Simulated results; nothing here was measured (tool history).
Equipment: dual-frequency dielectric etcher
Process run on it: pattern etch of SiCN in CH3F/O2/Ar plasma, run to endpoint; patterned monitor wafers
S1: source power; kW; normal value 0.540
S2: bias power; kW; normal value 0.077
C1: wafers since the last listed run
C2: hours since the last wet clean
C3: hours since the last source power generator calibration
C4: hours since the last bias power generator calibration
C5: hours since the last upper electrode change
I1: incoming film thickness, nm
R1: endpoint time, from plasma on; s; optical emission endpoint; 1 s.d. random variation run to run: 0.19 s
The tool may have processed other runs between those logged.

| run | hour | S1 | S2 | C1 | C2 | C3 | C4 | C5 | I1 | R1 |
|---|---|---|---|---|---|---|---|---|---|---|
| 1 | 0.0 | 0.460 | 0.077 | 0 | 288.4 | 3873.8 | 3471.6 | 4501.2 | 10.44 | 26.5 |
| 2 | 8.6 | 0.460 | 0.077 | 104 | 297.0 | 3882.4 | 3480.2 | 4509.8 | 10.55 | 26.6 |
| 3 | 22.2 | 0.540 | 0.077 | 165 | 310.6 | 3896.0 | 3493.8 | 4523.4 | 10.59 | 24.8 |
| 4 | 38.9 | 0.540 | 0.077 | 202 | 327.3 | 3912.7 | 3510.5 | 4540.1 | 10.63 | 24.9 |
| 5 | 54.5 | 0.540 | 0.077 | 189 | 342.9 | 3928.3 | 3526.1 | 4555.7 | 10.48 | 24.6 |
| 6 | 72.1 | 0.540 | 0.077 | 213 | 360.5 | 3945.9 | 3543.7 | 4573.3 | 10.58 | 24.6 |
|  | 94.3 | bias power generator calibrated |
|  | 103.1 | wet clean of the chamber |
| 7 | 103.6 | 0.540 | 0.077 | 227 | 0.5 | 3977.4 | 9.3 | 4604.8 | 10.62 | 26.2 |
| 8 | 103.9 | 0.540 | 0.077 | 3 | 0.8 | 3977.7 | 9.6 | 4605.1 | 10.73 | 26.0 |
| 9 | 112.1 | 0.540 | 0.083 | 99 | 9.0 | 3985.9 | 17.8 | 4613.3 | 10.58 | 25.1 |
| 10 | 120.6 | 0.540 | 0.077 | 103 | 17.5 | 3994.4 | 26.3 | 4621.8 | 10.65 | 25.9 |
| 11 | 131.4 | 0.540 | 0.077 | 131 | 28.3 | 4005.2 | 37.1 | 4632.6 | 10.49 | 25.4 |
| 12 | 139.4 | 0.540 | 0.077 | 97 | 36.3 | 4013.2 | 45.1 | 4640.6 | 10.70 | 26.2 |
| 13 | 156.5 | 0.540 | 0.077 | 207 | 53.4 | 4030.3 | 62.2 | 4657.7 | 10.54 | 25.7 |
|  | 168.5 | source power generator calibrated |
| 14 | 169.0 | 0.540 | 0.077 | 103 | 65.9 | 0.5 | 74.7 | 4670.2 | 10.66 | 25.9 |
| 15 | 183.7 | 0.540 | 0.065 | 178 | 80.6 | 15.2 | 89.4 | 4684.9 | 10.68 | 27.1 |
| 16 | 189.7 | 0.540 | 0.086 | 72 | 86.6 | 21.2 | 95.4 | 4690.9 | 10.58 | 24.8 |
| 17 | 207.7 | 0.450 | 0.094 | 218 | 104.6 | 39.2 | 113.4 | 4708.9 | 10.53 | 26.0 |
| 18 | 215.6 | 0.540 | 0.077 | 95 | 112.5 | 47.1 | 121.3 | 4716.8 | 10.60 | 25.4 |
| 19 | 232.4 | 0.540 | 0.077 | 203 | 129.3 | 63.9 | 138.1 | 4733.6 | 10.58 | 25.6 |
|  | 257.4 | upper electrode replaced, of another model than before |
| 20 | 257.9 | 0.430 | 0.093 | 18 | 154.8 | 89.4 | 163.6 | 0.5 | 10.63 | 28.5 |
| 21 | 286.7 | 0.470 | 0.077 | 349 | 183.6 | 118.2 | 192.4 | 29.3 | 10.56 | 27.6 |
| 22 | 297.1 | 0.600 | 0.062 | 126 | 194.0 | 128.6 | 202.8 | 39.7 | 10.50 | 24.4 |
| 23 | 308.7 | 0.630 | 0.068 | 140 | 205.6 | 140.2 | 214.4 | 51.3 | 10.63 | 23.7 |
| 24 | 348.2 | 0.600 | 0.066 | 479 | 245.1 | 179.7 | 253.9 | 90.8 | 10.55 | 24.1 |
| 25 | 358.2 | 0.610 | 0.066 | 121 | 255.1 | 189.7 | 263.9 | 100.8 | 10.66 | 24.3 |
| 26 | 368.6 | 0.540 | 0.077 | 126 | 265.5 | 200.1 | 274.3 | 111.2 | 10.60 | 24.9 |
| 27 | 383.3 | 0.540 | 0.093 | 178 | 280.2 | 214.8 | 289.0 | 125.9 | 10.67 | 23.9 |
| 28 | 392.5 | 0.650 | 0.060 | 111 | 289.4 | 224.0 | 298.2 | 135.1 | 10.59 | 23.5 |
| 29 | 400.2 | 0.500 | 0.077 | 93 | 297.1 | 231.7 | 305.9 | 142.8 | 10.66 | 26.5 |
| 30 | 413.0 | 0.440 | 0.060 | 155 | 309.9 | 244.5 | 318.7 | 155.6 | 10.65 | 30.0 |
| 31 | 428.1 | 0.540 | 0.077 | 183 | 325.0 | 259.6 | 333.8 | 170.7 | 10.53 | 24.6 |
| 32 | 440.3 | 0.540 | 0.077 | 148 | 337.2 | 271.8 | 346.0 | 182.9 | 10.62 | 24.9 |
|  | 469.4 | wet clean of the chamber |
| 33 | 469.9 | 0.620 | 0.086 | 67 | 0.5 | 301.4 | 375.6 | 212.5 | 10.59 | 23.3 |
| 34 | 470.2 | 0.590 | 0.059 | 3 | 0.8 | 301.7 | 375.9 | 212.8 | 10.75 | 26.4 |
| 35 | 470.5 | 0.420 | 0.095 | 3 | 1.1 | 302.0 | 376.2 | 213.1 | 10.68 | 29.3 |

Give the tool's hidden conditions for every run:
source power that arrives over what is set, %: 0, the same for each run
bias power that arrives over what is set, %: 0, the same for each run
H1: etch rate over this chamber's usual, %
| run | H1 |
|---|---|
| 1 | 4.41 |
| 2 | 4.54 |
| 3 | 4.74 |
| 4 | 4.98 |
| 5 | 5.21 |
| 6 | 5.47 |
| 7 | -0.291 |
| 8 | -0.287 |
| 9 | -0.166 |
| 10 | -0.0412 |
| 11 | 0.118 |
| 12 | 0.236 |
| 13 | 0.487 |
| 14 | 0.671 |
| 15 | 0.888 |
| 16 | 0.976 |
| 17 | 1.24 |
| 18 | 1.36 |
| 19 | 1.6 |
| 20 | 1.98 |
| 21 | 2.4 |
| 22 | 2.56 |
| 23 | 2.73 |
| 24 | 3.31 |
| 25 | 3.46 |
| 26 | 3.61 |
| 27 | 3.83 |
| 28 | 3.96 |
| 29 | 4.08 |
| 30 | 4.26 |
| 31 | 4.49 |
| 32 | 4.67 |
| 33 | 0.242 |
| 34 | 0.246 |
| 35 | 0.251 |
